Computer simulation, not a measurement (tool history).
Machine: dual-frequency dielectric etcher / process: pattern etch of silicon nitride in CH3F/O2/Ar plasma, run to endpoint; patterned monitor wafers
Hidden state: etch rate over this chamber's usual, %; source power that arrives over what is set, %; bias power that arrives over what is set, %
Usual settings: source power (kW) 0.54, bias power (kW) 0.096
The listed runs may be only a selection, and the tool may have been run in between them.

run   hour  source power (kW)  bias power (kW)  wafers since the last listed run  hours since the last wet clean  hours since the last source power generator calibration  hours since the last bias power generator calibration  hours since the last upper electrode change  incoming incoming film thickness, nm  endpoint time (s)
  1      0               0.54            0.112                                 0                           169.2                                                   2755.2                                                 1987.4                                       5123.4                                  53.4               55.1
  2   15.3               0.54            0.112                               240                           184.5                                                   2770.5                                                 2002.7                                       5138.7                                  52.8               54.4
  3   22.9               0.54            0.112                               119                           192.1                                                   2778.1                                                 2010.3                                       5146.3                                  53.8                 56
  4   34.4               0.64            0.102                               180                           203.6                                                   2789.6                                                 2021.8                                       5157.8                                  52.9               53.2
  5   52.3               0.64            0.102                               281                           221.5                                                   2807.5                                                 2039.7                                       5175.7                                  53.6                 54
  6   65.7               0.64            0.102                               210                           234.9                                                   2820.9                                                 2053.1                                       5189.1                                  53.8               53.8
  7   73.7               0.58            0.096                               125                           242.9                                                   2828.9                                                 2061.1                                       5197.1                                  53.8               57.9
  8   80.8               0.58            0.096                               111                             250                                                     2836                                                 2068.2                                       5204.2                                  53.8               57.6
  9     92               0.58            0.096                               176                           261.2                                                   2847.2                                                 2079.4                                       5215.4                                  54.2               58.7
 10  103.6               0.54            0.079                               182                           272.8                                                   2858.8                                                   2091                                         5227                                  53.6               62.9
 11  110.4               0.54            0.079                               106                           279.6                                                   2865.6                                                 2097.8                                       5233.8                                  53.5               62.7
     115.9  -- bias power generator calibrated
 12  119.6               0.54            0.079                                81                           288.8                                                   2874.8                                                    3.7                                         5243                                  53.4               62.6
 13  132.4               0.54            0.106                               201                           301.6                                                   2887.6                                                   16.5                                       5255.8                                  53.6               57.9
 14  143.4               0.54            0.096                               173                           312.6                                                   2898.6                                                   27.5                                       5266.8                                  53.4               59.2
 15  151.7               0.54            0.096                               130                           320.9                                                   2906.9                                                   35.8                                       5275.1                                  53.2               59.3
 16  158.2               0.54            0.096                               102                           327.4                                                   2913.4                                                   42.3                                       5281.6                                  53.4               59.6
 17  169.5               0.54            0.096                               177                           338.7                                                   2924.7                                                   53.6                                       5292.9                                  53.4               60.1
 18  175.6               0.54            0.096                                95                           344.8                                                   2930.8                                                   59.7                                         5299                                  53.4               59.5
 19  186.4               0.66            0.096                               169                           355.6                                                   2941.6                                                   70.5                                       5309.8                                  52.6                 54
 20    197               0.68            0.074                               166                           366.2                                                   2952.2                                                   81.1                                       5320.4                                  53.9               59.3
     213.4  -- source power generator calibrated
     228.2  -- upper electrode replaced
 21  228.7               0.64            0.108                               203                           397.9                                                     15.3                                                  112.8                                          0.5                                  53.6               54.2
 22    229               0.49            0.088                                 4                           398.2                                                     15.6                                                  113.1                                          0.8                                    53               64.1
 23  229.7               0.63            0.072                                11                           398.9                                                     16.3                                                  113.8                                          1.5                                  52.5               60.5
 24  240.8               0.62             0.12                               174                             410                                                     27.4                                                  124.9                                         12.6                                  53.4                 53
 25  258.2               0.43            0.102                               273                           427.4                                                     44.8                                                  142.3                                           30                                  53.5               64.7
     283.2  -- wet clean of the chamber
 26  283.7                0.6            0.086                                23                             0.5                                                     70.3                                                  167.8                                         55.5                                  53.4               56.4
 27    284               0.54            0.096                                 4                             0.8                                                     70.6                                                  168.1                                         55.8                                  53.2               56.9
 28  292.9               0.44            0.112                               139                             9.7                                                     79.5                                                    177                                         64.7                                  53.7               59.4
 29  302.3               0.49             0.11                               147                            19.1                                                     88.9                                                  186.4                                         74.1                                  53.6               56.8
 30  318.5               0.45            0.096                               254                            35.3                                                    105.1                                                  202.6                                         90.3                                  54.2                 63
 31  333.5               0.49            0.102                               235                            50.3                                                    120.1                                                  217.6                                        105.3                                  53.4               59.3
 32  347.5               0.54            0.096                               220                            64.3                                                    134.1                                                  231.6                                        119.3                                  53.6               57.7
 33  355.5               0.54            0.107                               125                            72.3                                                    142.1                                                  239.6                                        127.3                                  53.3               55.7
 34  361.5               0.64            0.089                                94                            78.3                                                    148.1                                                  245.6                                        133.3                                  53.5               54.6
 35  368.2                0.5            0.116                               105                              85                                                    154.8                                                  252.3                                          140                                  53.5               55.8
 36  376.4               0.63            0.072                               128                            93.2                                                      163                                                  260.5                                        148.2                                  53.3               58.8

Branching from run 36: 3 alternative next runs. What would each branch give?
  A  376.8               0.44            0.096                                 6                            93.6                                                    163.4                                                  260.9                                        148.6                                  53.6                  ?
  B  376.8               0.65            0.079                                 6                            93.6                                                    163.4                                                  260.9                                        148.6                                  53.6                  ?
  C  376.8               0.59            0.102                                 6                            93.6                                                    163.4                                                  260.9                                        148.6                                  53.6                  ?

run  endpoint time (s)
  A               63.4
  B               56.9
  C               54.9
Had the tool no hidden state, the same runs would have come out as:
run  endpoint time (s)
  A               62.5
  B               56.2
  C               54.2
